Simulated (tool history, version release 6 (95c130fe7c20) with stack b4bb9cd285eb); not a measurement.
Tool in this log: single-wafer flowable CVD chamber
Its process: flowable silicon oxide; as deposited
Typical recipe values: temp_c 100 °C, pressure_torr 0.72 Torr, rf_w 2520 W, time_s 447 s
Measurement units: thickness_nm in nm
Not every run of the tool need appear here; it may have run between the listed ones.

run,hour,temp_c,pressure_torr,rf_w,time_s,wafers since the last listed run,hours since the last thermocouple change,hours since the last RF generator calibration,hours since the last manometer calibration,hours since the showerhead was replaced,hours since the gauge calibration,"read-back reference wafer on the same gauge, thickness_nm",thickness_nm
1,0,93,0.72,2520,413,0,642.1,1719.9,1578.1,4338.9,512.5,227.033,294.671
# hour 24: capacitance manometer re-zeroed and calibrated
2,24.5,93,0.72,2520,413,80,666.6,1744.4,0.5,4363.4,537,227.064,292.395
3,27,100,0.796,2520,447,12,669.1,1746.9,3,4365.9,539.5,227.017,265.448
# hour 47.3: showerhead replaced
4,47.8,100,0.796,2520,447,62,689.9,1767.7,23.8,0.5,560.3,226.911,263.877
5,50.3,100,0.796,2520,447,12,692.4,1770.2,26.3,3,562.8,226.945,264.982
6,59.6,100,0.72,2520,447,45,701.7,1779.5,35.6,12.3,572.1,226.932,244.049
7,75.6,100,0.72,2520,447,78,717.7,1795.5,51.6,28.3,588.1,226.972,243.289
8,83.5,100,0.72,2520,447,38,725.6,1803.4,59.5,36.2,596,226.976,243.071
# hour 85.6: gauge calibrated
9,93.2,109,0.72,2520,530,47,735.3,1813.1,69.2,45.9,7.6,227.127,205.758
10,105.8,100,0.796,2520,447,61,747.9,1825.7,81.8,58.5,20.2,226.915,264.194
11,123.6,100,0.72,2715,447,86,765.7,1843.5,99.6,76.3,38,226.996,245.218
12,133.6,100,0.72,2520,447,48,775.7,1853.5,109.6,86.3,48,226.908,243.937
13,147.4,100,0.72,2225,447,67,789.5,1867.3,123.4,100.1,61.8,226.937,237.892
# hour 172.9: RF generator calibrated
14,173.4,100,0.72,2300,447,87,815.5,0.5,149.4,126.1,87.8,227.153,238.707
15,181.2,112,0.72,2520,447,38,823.3,8.3,157.2,133.9,95.6,227.011,154.348
16,195.7,100,0.72,2520,498,70,837.8,22.8,171.7,148.4,110.1,227.015,267.712
17,213.1,100,0.72,2730,447,84,855.2,40.2,189.1,165.8,127.5,227.039,242.58
18,222.4,100,0.72,2520,447,45,864.5,49.5,198.4,175.1,136.8,226.962,240.083
# hour 233.6: thermocouple changed; heater temperature recalibrated
19,238.3,108,0.674,2690,377,38,4.7,65.4,214.3,191,152.7,227.195,150.776
20,247.5,100,0.629,2055,405,44,13.9,74.6,223.5,200.2,161.9,226.786,199.965
21,255.9,100,0.633,2520,481,40,22.3,83,231.9,208.6,170.3,227.127,245.334
22,270.2,112,0.72,2520,447,69,36.6,97.3,246.2,222.9,184.6,227.032,161.814
23,279.6,100,0.72,2520,447,45,46,106.7,255.6,232.3,194,226.873,253.097
24,295.7,100,0.72,2520,373,78,62.1,122.8,271.7,248.4,210.1,227.164,209.647
25,310,100,0.72,2520,447,69,76.4,137.1,286,262.7,224.4,226.963,251.247
26,323.5,100,0.72,2520,447,65,89.9,150.6,299.5,276.2,237.9,226.888,252.605
27,340.4,100,0.72,2520,470,82,106.8,167.5,316.4,293.1,254.8,227.089,264.527

Results for each run, recomputed without the tool's hidden state and with each run's random variation untouched:
The hidden state here: wafer temperature above the value expected at the setpoint (K); delivered RF power above the setpoint (%); true pressure above the setpoint (%); gauge reads high (%).
run,thickness_nm
1,307.535
2,305.591
3,277.658
4,276.352
5,277.55
6,255.764
7,255.207
8,255.096
9,215.254
10,277.626
11,257.955
12,256.757
13,250.597
14,251.84
15,162.101
16,282.809
17,256.521
18,254.019
19,151.661
20,201.306
21,247.102
22,162.996
23,255.277
24,211.654
25,253.866
26,255.441
27,267.764

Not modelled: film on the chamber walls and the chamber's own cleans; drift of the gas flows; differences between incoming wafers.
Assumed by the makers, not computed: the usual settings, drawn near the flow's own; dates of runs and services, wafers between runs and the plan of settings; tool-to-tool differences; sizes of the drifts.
